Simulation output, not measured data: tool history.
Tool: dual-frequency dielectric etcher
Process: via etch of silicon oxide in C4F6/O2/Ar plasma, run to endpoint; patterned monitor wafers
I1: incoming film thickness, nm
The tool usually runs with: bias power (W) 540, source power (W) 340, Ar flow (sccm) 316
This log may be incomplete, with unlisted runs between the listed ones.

{"run": 1, "day": 0.0, "bias power (W)": 540, "source power (W)": 340, "Ar flow (sccm)": 279, "I1": 74.1, "endpoint time (s)": 15.2}
{"run": 2, "day": 2.508, "bias power (W)": 540, "source power (W)": 340, "Ar flow (sccm)": 316, "I1": 74.9, "endpoint time (s)": 15.5}
{"run": 3, "day": 5.604, "bias power (W)": 540, "source power (W)": 340, "Ar flow (sccm)": 316, "I1": 74.6, "endpoint time (s)": 15.6}
{"run": 4, "day": 9.929, "bias power (W)": 540, "source power (W)": 340, "Ar flow (sccm)": 316, "I1": 74.3, "endpoint time (s)": 15.4}
{"run": 5, "day": 11.571, "bias power (W)": 540, "source power (W)": 340, "Ar flow (sccm)": 316, "I1": 74.1, "endpoint time (s)": 15.4}
{"day": 15.533, "done": "wet clean of the chamber"}
{"run": 6, "day": 15.683, "bias power (W)": 540, "source power (W)": 320, "Ar flow (sccm)": 316, "I1": 73.7, "endpoint time (s)": 15.8}
{"run": 7, "day": 19.654, "bias power (W)": 540, "source power (W)": 320, "Ar flow (sccm)": 316, "I1": 74.8, "endpoint time (s)": 16.1}
{"day": 21.125, "done": "bias power generator calibrated"}
{"run": 8, "day": 23.767, "bias power (W)": 540, "source power (W)": 320, "Ar flow (sccm)": 316, "I1": 74.9, "endpoint time (s)": 15.9}
{"run": 9, "day": 25.529, "bias power (W)": 540, "source power (W)": 340, "Ar flow (sccm)": 364, "I1": 74.9, "endpoint time (s)": 15.8}
{"run": 10, "day": 28.417, "bias power (W)": 540, "source power (W)": 340, "Ar flow (sccm)": 364, "I1": 74.8, "endpoint time (s)": 15.8}
{"day": 30.262, "done": "Ar flow controller replaced"}
{"run": 11, "day": 31.046, "bias power (W)": 540, "source power (W)": 340, "Ar flow (sccm)": 364, "I1": 74.7, "endpoint time (s)": 15.9}
{"day": 33.304, "done": "upper electrode replaced"}
{"day": 34.875, "done": "wet clean of the chamber"}
{"run": 12, "day": 34.896, "bias power (W)": 540, "source power (W)": 340, "Ar flow (sccm)": 316, "I1": 73.8, "endpoint time (s)": 15.3}
{"run": 13, "day": 36.575, "bias power (W)": 579, "source power (W)": 340, "Ar flow (sccm)": 316, "I1": 74.3, "endpoint time (s)": 15}
{"run": 14, "day": 38.588, "bias power (W)": 443, "source power (W)": 360, "Ar flow (sccm)": 256, "I1": 73.9, "endpoint time (s)": 15.9}
{"day": 40.546, "done": "source power generator calibrated"}
{"run": 15, "day": 42.492, "bias power (W)": 540, "source power (W)": 340, "Ar flow (sccm)": 284, "I1": 74.3, "endpoint time (s)": 15.4}
{"run": 16, "day": 44.35, "bias power (W)": 655, "source power (W)": 340, "Ar flow (sccm)": 316, "I1": 75, "endpoint time (s)": 14.5}
{"run": 17, "day": 46.021, "bias power (W)": 540, "source power (W)": 340, "Ar flow (sccm)": 252, "I1": 73.8, "endpoint time (s)": 15}
{"run": 18, "day": 49.254, "bias power (W)": 671, "source power (W)": 390, "Ar flow (sccm)": 346, "I1": 74.6, "endpoint time (s)": 13.5}
{"run": 19, "day": 53.717, "bias power (W)": 540, "source power (W)": 340, "Ar flow (sccm)": 316, "I1": 74.8, "endpoint time (s)": 15.4}
{"run": 20, "day": 55.442, "bias power (W)": 540, "source power (W)": 340, "Ar flow (sccm)": 316, "I1": 74.5, "endpoint time (s)": 15.6}
{"day": 56.754, "done": "wet clean of the chamber"}
{"run": 21, "day": 58.204, "bias power (W)": 610, "source power (W)": 290, "Ar flow (sccm)": 383, "I1": 74.9, "endpoint time (s)": 16.2}
{"run": 22, "day": 60.704, "bias power (W)": 656, "source power (W)": 260, "Ar flow (sccm)": 246, "I1": 75.3, "endpoint time (s)": 15.8}
{"run": 23, "day": 63.646, "bias power (W)": 540, "source power (W)": 370, "Ar flow (sccm)": 263, "I1": 73.6, "endpoint time (s)": 14.3}
{"run": 24, "day": 65.392, "bias power (W)": 540, "source power (W)": 340, "Ar flow (sccm)": 316, "I1": 73.4, "endpoint time (s)": 15.1}
{"run": 25, "day": 69.675, "bias power (W)": 407, "source power (W)": 340, "Ar flow (sccm)": 252, "I1": 74.5, "endpoint time (s)": 16.9}
{"run": 26, "day": 73.675, "bias power (W)": 621, "source power (W)": 370, "Ar flow (sccm)": 382, "I1": 75.5, "endpoint time (s)": 14.6}
{"run": 27, "day": 75.183, "bias power (W)": 427, "source power (W)": 270, "Ar flow (sccm)": 373, "I1": 74.2, "endpoint time (s)": 19.1}
{"day": 76.329, "done": "wet clean of the chamber"}
{"run": 28, "day": 81.433, "bias power (W)": 671, "source power (W)": 340, "Ar flow (sccm)": 316, "I1": 74.9, "endpoint time (s)": 14.4}

5 ways to go on from here, each from the tool as it stands after run 28. What would each give?
{"run": "A", "day": 81.45, "bias power (W)": 540, "source power (W)": 340, "Ar flow (sccm)": 316, "I1": 73.6, "endpoint time (s)": "?"}
{"run": "B", "day": 81.45, "bias power (W)": 599, "source power (W)": 290, "Ar flow (sccm)": 367, "I1": 73.6, "endpoint time (s)": "?"}
{"run": "C", "day": 81.45, "bias power (W)": 540, "source power (W)": 340, "Ar flow (sccm)": 378, "I1": 73.6, "endpoint time (s)": "?"}
{"run": "D", "day": 81.45, "bias power (W)": 540, "source power (W)": 340, "Ar flow (sccm)": 352, "I1": 73.6, "endpoint time (s)": "?"}
{"run": "E", "day": 81.45, "bias power (W)": 505, "source power (W)": 370, "Ar flow (sccm)": 369, "I1": 73.6, "endpoint time (s)": "?"}

run=A endpoint_time_(s)=15.3
run=B endpoint_time_(s)=16
run=C endpoint_time_(s)=15.6
run=D endpoint_time_(s)=15.5
run=E endpoint_time_(s)=15.4
The same runs, with their run-to-run variation unchanged, on a tool lacking any hidden condition would have given:
run=A endpoint_time_(s)=15.3
run=B endpoint_time_(s)=16
run=C endpoint_time_(s)=15.6
run=D endpoint_time_(s)=15.5
run=E endpoint_time_(s)=15.4
